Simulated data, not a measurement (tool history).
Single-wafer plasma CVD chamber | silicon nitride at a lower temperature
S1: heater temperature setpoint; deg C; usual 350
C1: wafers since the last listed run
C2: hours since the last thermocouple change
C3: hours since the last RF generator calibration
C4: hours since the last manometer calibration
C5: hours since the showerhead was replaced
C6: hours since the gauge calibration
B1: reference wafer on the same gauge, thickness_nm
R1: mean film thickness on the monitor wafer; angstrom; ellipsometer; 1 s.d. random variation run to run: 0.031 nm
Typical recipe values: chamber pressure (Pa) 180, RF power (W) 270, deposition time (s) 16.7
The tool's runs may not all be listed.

{"run": 1, "hour": 0.0, "S1": 350, "chamber pressure (Pa)": 180, "RF power (W)": 270, "deposition time (s)": 16.7, "C1": 0, "C2": 1289.1, "C3": 2631.5, "C4": 1865.7, "C5": 7719.7, "C6": 132.7, "B1": 15.397, "R1": 153.19}
{"run": 2, "hour": 10.4, "S1": 350, "chamber pressure (Pa)": 180, "RF power (W)": 270, "deposition time (s)": 16.7, "C1": 263, "C2": 1299.5, "C3": 2641.9, "C4": 1876.1, "C5": 7730.1, "C6": 143.1, "B1": 15.403, "R1": 153.68}
{"run": 3, "hour": 25.4, "S1": 350, "chamber pressure (Pa)": 180, "RF power (W)": 270, "deposition time (s)": 16.7, "C1": 379, "C2": 1314.5, "C3": 2656.9, "C4": 1891.1, "C5": 7745.1, "C6": 158.1, "B1": 15.404, "R1": 153.53}
{"run": 4, "hour": 43.0, "S1": 350, "chamber pressure (Pa)": 180, "RF power (W)": 270, "deposition time (s)": 16.7, "C1": 445, "C2": 1332.1, "C3": 2674.5, "C4": 1908.7, "C5": 7762.7, "C6": 175.7, "B1": 15.407, "R1": 152.88}
{"run": 5, "hour": 58.3, "S1": 350, "chamber pressure (Pa)": 180, "RF power (W)": 270, "deposition time (s)": 16.7, "C1": 387, "C2": 1347.4, "C3": 2689.8, "C4": 1924.0, "C5": 7778.0, "C6": 191.0, "B1": 15.394, "R1": 153.22}
{"run": 6, "hour": 73.9, "S1": 350, "chamber pressure (Pa)": 180, "RF power (W)": 270, "deposition time (s)": 16.7, "C1": 395, "C2": 1363.0, "C3": 2705.4, "C4": 1939.6, "C5": 7793.6, "C6": 206.6, "B1": 15.397, "R1": 152.87}
{"run": 7, "hour": 85.7, "S1": 350, "chamber pressure (Pa)": 180, "RF power (W)": 270, "deposition time (s)": 16.7, "C1": 298, "C2": 1374.8, "C3": 2717.2, "C4": 1951.4, "C5": 7805.4, "C6": 218.4, "B1": 15.405, "R1": 152.87}
{"run": 8, "hour": 96.8, "S1": 350, "chamber pressure (Pa)": 180, "RF power (W)": 310, "deposition time (s)": 16.7, "C1": 281, "C2": 1385.9, "C3": 2728.3, "C4": 1962.5, "C5": 7816.5, "C6": 229.5, "B1": 15.397, "R1": 169.71}
{"run": 9, "hour": 112.7, "S1": 350, "chamber pressure (Pa)": 212, "RF power (W)": 270, "deposition time (s)": 15.1, "C1": 402, "C2": 1401.8, "C3": 2744.2, "C4": 1978.4, "C5": 7832.4, "C6": 245.4, "B1": 15.401, "R1": 142.3}
{"run": 10, "hour": 124.6, "S1": 339, "chamber pressure (Pa)": 180, "RF power (W)": 305, "deposition time (s)": 16.7, "C1": 301, "C2": 1413.7, "C3": 2756.1, "C4": 1990.3, "C5": 7844.3, "C6": 257.3, "B1": 15.403, "R1": 168.18}
{"run": 11, "hour": 133.6, "S1": 339, "chamber pressure (Pa)": 180, "RF power (W)": 305, "deposition time (s)": 16.7, "C1": 227, "C2": 1422.7, "C3": 2765.1, "C4": 1999.3, "C5": 7853.3, "C6": 266.3, "B1": 15.403, "R1": 167.67}
{"hour": 138.4, "done": "gauge calibrated"}
{"run": 12, "hour": 146.2, "S1": 350, "chamber pressure (Pa)": 180, "RF power (W)": 270, "deposition time (s)": 16.7, "C1": 319, "C2": 1435.3, "C3": 2777.7, "C4": 2011.9, "C5": 7865.9, "C6": 7.8, "B1": 15.397, "R1": 152.71}
{"hour": 166.8, "done": "thermocouple changed; heater temperature recalibrated"}
{"run": 13, "hour": 167.3, "S1": 350, "chamber pressure (Pa)": 180, "RF power (W)": 270, "deposition time (s)": 16.7, "C1": 331, "C2": 0.5, "C3": 2798.8, "C4": 2033.0, "C5": 7887.0, "C6": 28.9, "B1": 15.391, "R1": 153.08}
{"run": 14, "hour": 177.0, "S1": 338, "chamber pressure (Pa)": 203, "RF power (W)": 245, "deposition time (s)": 16.7, "C1": 245, "C2": 10.2, "C3": 2808.5, "C4": 2042.7, "C5": 7896.7, "C6": 38.6, "B1": 15.405, "R1": 145.27}
{"hour": 196.8, "done": "RF generator calibrated"}
{"run": 15, "hour": 197.3, "S1": 350, "chamber pressure (Pa)": 195, "RF power (W)": 270, "deposition time (s)": 16.7, "C1": 311, "C2": 30.5, "C3": 0.5, "C4": 2063.0, "C5": 7917.0, "C6": 58.9, "B1": 15.397, "R1": 165.15}
{"run": 16, "hour": 201.2, "S1": 346, "chamber pressure (Pa)": 164, "RF power (W)": 250, "deposition time (s)": 14.9, "C1": 98, "C2": 34.4, "C3": 4.4, "C4": 2066.9, "C5": 7920.9, "C6": 62.8, "B1": 15.405, "R1": 135.18}
{"hour": 211.0, "done": "capacitance manometer re-zeroed and calibrated"}
{"run": 17, "hour": 215.8, "S1": 337, "chamber pressure (Pa)": 180, "RF power (W)": 295, "deposition time (s)": 15.1, "C1": 167, "C2": 49.0, "C3": 19.0, "C4": 4.8, "C5": 7935.5, "C6": 77.4, "B1": 15.408, "R1": 158.45}
{"run": 18, "hour": 230.0, "S1": 350, "chamber pressure (Pa)": 180, "RF power (W)": 315, "deposition time (s)": 16.7, "C1": 359, "C2": 63.2, "C3": 33.2, "C4": 19.0, "C5": 7949.7, "C6": 91.6, "B1": 15.396, "R1": 182.73}
{"run": 19, "hour": 240.2, "S1": 335, "chamber pressure (Pa)": 207, "RF power (W)": 225, "deposition time (s)": 19.2, "C1": 258, "C2": 73.4, "C3": 43.4, "C4": 29.2, "C5": 7959.9, "C6": 101.8, "B1": 15.382, "R1": 167.24}
{"run": 20, "hour": 250.0, "S1": 350, "chamber pressure (Pa)": 180, "RF power (W)": 235, "deposition time (s)": 16.7, "C1": 248, "C2": 83.2, "C3": 53.2, "C4": 39.0, "C5": 7969.7, "C6": 111.6, "B1": 15.394, "R1": 146.9}
{"run": 21, "hour": 266.4, "S1": 350, "chamber pressure (Pa)": 180, "RF power (W)": 295, "deposition time (s)": 16.7, "C1": 415, "C2": 99.6, "C3": 69.6, "C4": 55.4, "C5": 7986.1, "C6": 128.0, "B1": 15.403, "R1": 174.13}
{"hour": 277.5, "done": "showerhead replaced"}
{"run": 22, "hour": 278.0, "S1": 350, "chamber pressure (Pa)": 215, "RF power (W)": 270, "deposition time (s)": 14.5, "C1": 91, "C2": 111.2, "C3": 81.2, "C4": 67.0, "C5": 0.5, "C6": 139.6, "B1": 15.391, "R1": 145.54}

Run 23 is up next; what results do you expect?
{"run": 23, "hour": 283.1, "S1": 350, "chamber pressure (Pa)": 180, "RF power (W)": 270, "deposition time (s)": 16.7, "C1": 129, "C2": 116.3, "C3": 86.3, "C4": 72.1, "C5": 5.6, "C6": 144.7, "B1": "?", "R1": "?"}

Run 23 measured B1 15.395, R1 163.36 angstrom.
Take away the tool's hidden state, keep the run-to-run variation as it was, and the same run would have given R1 164.61 angstrom.
